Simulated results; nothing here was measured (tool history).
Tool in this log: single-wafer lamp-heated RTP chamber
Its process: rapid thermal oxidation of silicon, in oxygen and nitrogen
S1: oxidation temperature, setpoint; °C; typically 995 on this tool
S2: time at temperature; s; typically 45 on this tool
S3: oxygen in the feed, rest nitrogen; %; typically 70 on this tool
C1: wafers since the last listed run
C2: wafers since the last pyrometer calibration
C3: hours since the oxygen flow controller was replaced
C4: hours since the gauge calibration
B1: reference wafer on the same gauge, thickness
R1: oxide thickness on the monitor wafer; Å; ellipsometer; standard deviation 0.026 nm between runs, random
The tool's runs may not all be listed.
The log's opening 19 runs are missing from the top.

-- hour=262.9 gauge calibrated
run 20 hour=267.0 | S1=995 S2=45 S3=49 | C1=90 C2=163 C3=89.8 C4=4.1 | B1=5.118 | R1=43.16
run 21 hour=275.8 | S1=1013 S2=34 S3=70 | C1=70 C2=233 C3=98.6 C4=12.9 | B1=5.116 | R1=48.13
run 22 hour=293.3 | S1=995 S2=45 S3=62 | C1=139 C2=372 C3=116.1 C4=30.4 | B1=5.122 | R1=45.66
run 23 hour=301.7 | S1=995 S2=45 S3=70 | C1=66 C2=439 C3=124.5 C4=38.8 | B1=5.121 | R1=47.93
run 24 hour=309.2 | S1=995 S2=45 S3=50 | C1=59 C2=499 C3=132.0 C4=46.3 | B1=5.122 | R1=42.83
run 25 hour=321.8 | S1=1009 S2=55 S3=44 | C1=100 C2=599 C3=144.6 C4=58.9 | B1=5.121 | R1=49.33
run 26 hour=370.1 | S1=995 S2=45 S3=53 | C1=385 C2=985 C3=192.9 C4=107.2 | B1=5.117 | R1=43.65
run 27 hour=384.3 | S1=995 S2=45 S3=70 | C1=113 C2=1098 C3=207.1 C4=121.4 | B1=5.123 | R1=47.02

Estimate the outcome of run 28 from the log above:
run 28 hour=392.2 | S1=995 S2=45 S3=70 | C1=62 C2=1161 C3=215.0 C4=129.3 | B1=? | R1=?

For run 28 the tool returned B1 5.121, R1 47.94 Å.
On a tool with no hidden condition, and with the same random variation, this run would have come out at R1 47.94 Å.
